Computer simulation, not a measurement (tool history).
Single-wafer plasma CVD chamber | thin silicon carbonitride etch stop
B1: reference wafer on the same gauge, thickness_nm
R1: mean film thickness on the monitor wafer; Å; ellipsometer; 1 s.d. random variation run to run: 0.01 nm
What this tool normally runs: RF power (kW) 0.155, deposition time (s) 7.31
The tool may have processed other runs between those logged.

{"run": 1, "day": 0.0, "RF power (kW)": 0.155, "deposition time (s)": 7.31, "B1": 4.692, "R1": 41.07}
{"run": 2, "day": 2.35, "RF power (kW)": 0.155, "deposition time (s)": 7.31, "B1": 4.691, "R1": 41.03}
{"run": 3, "day": 4.496, "RF power (kW)": 0.155, "deposition time (s)": 7.31, "B1": 4.688, "R1": 40.83}
{"run": 4, "day": 6.083, "RF power (kW)": 0.175, "deposition time (s)": 7.31, "B1": 4.689, "R1": 42.5}
{"run": 5, "day": 7.558, "RF power (kW)": 0.175, "deposition time (s)": 7.31, "B1": 4.691, "R1": 42.45}
{"run": 6, "day": 10.554, "RF power (kW)": 0.17, "deposition time (s)": 6.21, "B1": 4.69, "R1": 35.73}
{"run": 7, "day": 11.971, "RF power (kW)": 0.17, "deposition time (s)": 6.21, "B1": 4.688, "R1": 35.66}
{"day": 13.746, "done": "showerhead replaced"}
{"day": 13.842, "done": "thermocouple changed; heater temperature recalibrated"}
{"run": 8, "day": 13.862, "RF power (kW)": 0.17, "deposition time (s)": 6.21, "B1": 4.692, "R1": 35.74}
{"day": 14.992, "done": "RF generator calibrated"}
{"run": 9, "day": 15.012, "RF power (kW)": 0.155, "deposition time (s)": 7.31, "B1": 4.69, "R1": 42.08}
{"run": 10, "day": 17.329, "RF power (kW)": 0.155, "deposition time (s)": 7.31, "B1": 4.69, "R1": 42.03}
{"run": 11, "day": 23.908, "RF power (kW)": 0.18, "deposition time (s)": 8.29, "B1": 4.691, "R1": 49.97}
{"day": 25.154, "done": "gauge calibrated"}
{"run": 12, "day": 25.225, "RF power (kW)": 0.155, "deposition time (s)": 7.31, "B1": 4.689, "R1": 41.96}
{"run": 13, "day": 26.738, "RF power (kW)": 0.18, "deposition time (s)": 8.29, "B1": 4.69, "R1": 50.11}
{"run": 14, "day": 29.5, "RF power (kW)": 0.175, "deposition time (s)": 8.16, "B1": 4.691, "R1": 48.66}
{"run": 15, "day": 31.925, "RF power (kW)": 0.165, "deposition time (s)": 6.91, "B1": 4.689, "R1": 40.28}
{"run": 16, "day": 34.742, "RF power (kW)": 0.185, "deposition time (s)": 6.04, "B1": 4.69, "R1": 36.88}
{"run": 17, "day": 37.033, "RF power (kW)": 0.13, "deposition time (s)": 6.22, "B1": 4.69, "R1": 33.63}
{"run": 18, "day": 38.1, "RF power (kW)": 0.145, "deposition time (s)": 6.05, "B1": 4.69, "R1": 34.01}
{"run": 19, "day": 39.117, "RF power (kW)": 0.155, "deposition time (s)": 7.75, "B1": 4.689, "R1": 44.58}
{"run": 20, "day": 41.104, "RF power (kW)": 0.13, "deposition time (s)": 7.84, "B1": 4.694, "R1": 42.18}

The logged runs with the hidden state left out (each run's random variation unchanged):
The hidden state here: wafer temperature above the value expected at the setpoint (K); delivered RF power above the setpoint (%); gauge reads high (%).
run=1 R1=42.08
run=2 R1=42.08
run=3 R1=41.93
run=4 R1=43.69
run=5 R1=43.67
run=6 R1=36.83
run=7 R1=36.79
run=8 R1=36.92
run=9 R1=42.16
run=10 R1=42.11
run=11 R1=50.07
run=12 R1=42.06
run=13 R1=50.23
run=14 R1=48.79
run=15 R1=40.39
run=16 R1=37
run=17 R1=33.74
run=18 R1=34.13
run=19 R1=44.74
run=20 R1=42.35

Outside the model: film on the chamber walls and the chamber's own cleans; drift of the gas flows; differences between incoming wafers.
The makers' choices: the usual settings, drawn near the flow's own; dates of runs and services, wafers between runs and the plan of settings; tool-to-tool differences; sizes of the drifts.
